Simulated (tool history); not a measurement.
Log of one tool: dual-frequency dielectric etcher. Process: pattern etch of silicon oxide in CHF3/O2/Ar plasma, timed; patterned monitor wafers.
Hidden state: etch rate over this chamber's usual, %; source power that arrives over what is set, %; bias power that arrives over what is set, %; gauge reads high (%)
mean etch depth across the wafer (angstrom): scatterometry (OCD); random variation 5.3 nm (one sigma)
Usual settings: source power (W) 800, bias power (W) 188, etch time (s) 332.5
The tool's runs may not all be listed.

| run | hour | source power (W) | bias power (W) | etch time (s) | wafers since the last listed run | hours since the last wet clean | hours since the last source power generator calibration | hours since the last bias power generator calibration | hours since the last upper electrode change | hours since the gauge calibration | read-back reference wafer on the same gauge, depth_nm | mean etch depth across the wafer (angstrom) |
|---|---|---|---|---|---|---|---|---|---|---|---|---|
| 1 | 0 | 800 | 188 | 332.5 | 0 | 122.9 | 3247.2 | 0.5 | 5090.8 | 1132 | 824.9 | 8143 |
| 2 | 33.7 | 800 | 188 | 332.5 | 214 | 156.6 | 3280.9 | 34.2 | 5124.5 | 1165.7 | 825.8 | 8058 |
| 3 | 70.1 | 800 | 188 | 332.5 | 231 | 193 | 3317.3 | 70.6 | 5160.9 | 1202.1 | 827.3 | 8161 |
|  | 138.5 | upper electrode replaced |
| 4 | 139 | 800 | 188 | 332.5 | 285 | 261.9 | 3386.2 | 139.5 | 0.5 | 1271 | 827.3 | 8173 |
| 5 | 176.7 | 800 | 188 | 332.5 | 239 | 299.6 | 3423.9 | 177.2 | 38.2 | 1308.7 | 828.6 | 8008 |
| 6 | 239.6 | 800 | 188 | 332.5 | 400 | 362.5 | 3486.8 | 240.1 | 101.1 | 1371.6 | 829.8 | 8219 |
| 7 | 309.2 | 800 | 188 | 332.5 | 442 | 432.1 | 3556.4 | 309.7 | 170.7 | 1441.2 | 832 | 8184 |
| 8 | 370.9 | 800 | 188 | 332.5 | 392 | 493.8 | 3618.1 | 371.4 | 232.4 | 1502.9 | 832.9 | 8119 |
| 9 | 430.9 | 800 | 188 | 332.5 | 381 | 553.8 | 3678.1 | 431.4 | 292.4 | 1562.9 | 834.1 | 8056 |
|  | 514.5 | wet clean of the chamber |
| 10 | 515 | 800 | 169 | 332.5 | 382 | 0.5 | 3762.2 | 515.5 | 376.5 | 1647 | 835.9 | 7949 |
| 11 | 536.9 | 800 | 230 | 332.5 | 139 | 22.4 | 3784.1 | 537.4 | 398.4 | 1668.9 | 836.4 | 8921 |
| 12 | 582.6 | 630 | 171 | 255.5 | 290 | 68.1 | 3829.8 | 583.1 | 444.1 | 1714.6 | 837.9 | 5617 |
| 13 | 610.2 | 800 | 188 | 332.5 | 175 | 95.7 | 3857.4 | 610.7 | 471.7 | 1742.2 | 837.8 | 8202 |
| 14 | 654.1 | 800 | 188 | 332.5 | 279 | 139.6 | 3901.3 | 654.6 | 515.6 | 1786.1 | 839.3 | 8176 |
| 15 | 713.3 | 800 | 188 | 428.5 | 376 | 198.8 | 3960.5 | 713.8 | 574.8 | 1845.3 | 840.5 | 10460 |
| 16 | 783 | 800 | 188 | 332.5 | 443 | 268.5 | 4030.2 | 783.5 | 644.5 | 1915 | 841.7 | 8329 |
|  | 811.3 | source power generator calibrated |
| 17 | 822 | 710 | 151 | 299.5 | 222 | 307.5 | 10.7 | 822.5 | 683.5 | 1954 | 842.4 | 6573 |
| 18 | 884.3 | 800 | 188 | 369 | 396 | 369.8 | 73 | 884.8 | 745.8 | 2016.3 | 843.3 | 9158 |
| 19 | 918.7 | 710 | 188 | 332.5 | 218 | 404.2 | 107.4 | 919.2 | 780.2 | 2050.7 | 845.5 | 7943 |
|  | 957.2 | gauge calibrated |
| 20 | 983.7 | 910 | 169 | 332.5 | 413 | 469.2 | 172.4 | 984.2 | 845.2 | 26.5 | 789.4 | 7666 |
| 21 | 1025.2 | 850 | 219 | 409 | 264 | 510.7 | 213.9 | 1025.7 | 886.7 | 68 | 790 | 10290 |
|  | 1078.2 | wet clean of the chamber |
| 22 | 1078.7 | 800 | 143 | 332.5 | 187 | 0.5 | 267.4 | 1079.2 | 940.2 | 121.5 | 791.7 | 7000 |
| 23 | 1125.5 | 700 | 153 | 363 | 297 | 47.3 | 314.2 | 1126 | 987 | 168.3 | 791.9 | 7376 |
| 24 | 1157.4 | 600 | 207 | 332.5 | 202 | 79.2 | 346.1 | 1157.9 | 1018.9 | 200.2 | 792.6 | 7283 |
| 25 | 1191.6 | 800 | 188 | 332.5 | 217 | 113.4 | 380.3 | 1192.1 | 1053.1 | 234.4 | 792.6 | 7771 |
| 26 | 1227.4 | 800 | 202 | 332.5 | 227 | 149.2 | 416.1 | 1227.9 | 1088.9 | 270.2 | 794.6 | 8072 |
| 27 | 1284.4 | 800 | 188 | 378.5 | 362 | 206.2 | 473.1 | 1284.9 | 1145.9 | 327.2 | 796.6 | 8870 |
| 28 | 1332.5 | 800 | 188 | 332.5 | 306 | 254.3 | 521.2 | 1333 | 1194 | 375.3 | 796.8 | 7853 |
| 29 | 1356.6 | 800 | 188 | 332.5 | 153 | 278.4 | 545.3 | 1357.1 | 1218.1 | 399.4 | 798.3 | 7841 |
| 30 | 1423.4 | 800 | 188 | 332.5 | 425 | 345.2 | 612.1 | 1423.9 | 1284.9 | 466.2 | 799 | 7815 |

Forecast each of these 4 alternatives for the next run:
| A | 1423.9 | 800 | 188 | 332.5 | 3 | 345.7 | 612.6 | 1424.4 | 1285.4 | 466.7 | ? | ? |
| B | 1423.9 | 690 | 188 | 257.5 | 3 | 345.7 | 612.6 | 1424.4 | 1285.4 | 466.7 | ? | ? |
| C | 1423.9 | 870 | 217 | 254 | 3 | 345.7 | 612.6 | 1424.4 | 1285.4 | 466.7 | ? | ? |
| D | 1423.9 | 800 | 188 | 289.5 | 3 | 345.7 | 612.6 | 1424.4 | 1285.4 | 466.7 | ? | ? |

| run | read-back reference wafer on the same gauge, depth_nm | mean etch depth across the wafer (angstrom) |
|---|---|---|
| A | 799.6 | 7889 |
| B | 799.6 | 5837 |
| C | 799.6 | 6550 |
| D | 799.6 | 6869 |
Without the tool's hidden state the same runs would have given:
| run | mean etch depth across the wafer (angstrom) |
|---|---|
| A | 7836 |
| B | 5797 |
| C | 6505 |
| D | 6822 |
